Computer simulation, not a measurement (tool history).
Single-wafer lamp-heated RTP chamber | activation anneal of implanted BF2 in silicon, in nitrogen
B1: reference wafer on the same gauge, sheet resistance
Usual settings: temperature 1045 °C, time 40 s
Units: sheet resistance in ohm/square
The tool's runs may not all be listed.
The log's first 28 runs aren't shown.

run 29 day=94.517 | temperature=1064 time=32 | B1=828.62 | sheet_resistance=728.81
run 30 day=98.792 | temperature=1058 time=51 | B1=829.2 | sheet_resistance=719.94
-- day=104.75 reflector plate cleaned
run 31 day=111.442 | temperature=1045 time=55 | B1=829.21 | sheet_resistance=721.33
run 32 day=114.238 | temperature=1045 time=40 | B1=828.83 | sheet_resistance=726.97
run 33 day=118.683 | temperature=1062 time=27 | B1=829.68 | sheet_resistance=729.43
run 34 day=120.946 | temperature=1045 time=40 | B1=829.4 | sheet_resistance=728.35
-- day=122.246 pyrometer window cleaned and pyrometer calibrated
run 35 day=122.533 | temperature=1062 time=29 | B1=829.21 | sheet_resistance=733.57
run 36 day=124.508 | temperature=1019 time=32 | B1=829.77 | sheet_resistance=737.71

4 ways to go on from here, each from the tool as it stands after run 36. What would each give?
run A day=124.525 | temperature=1027 time=40 | B1=? | sheet_resistance=?
run B day=124.525 | temperature=1021 time=52 | B1=? | sheet_resistance=?
run C day=124.525 | temperature=1070 time=16 | B1=? | sheet_resistance=?
run D day=124.525 | temperature=1059 time=26 | B1=? | sheet_resistance=?

run=A B1=829.14 sheet_resistance=736.72
run=B B1=829.14 sheet_resistance=734.69
run=C B1=829.14 sheet_resistance=739.33
run=D B1=829.14 sheet_resistance=735.1
Without the tool's hidden state the same runs would have given:
run=A sheet_resistance=737.37
run=B sheet_resistance=735.44
run=C sheet_resistance=739.93
run=D sheet_resistance=735.84
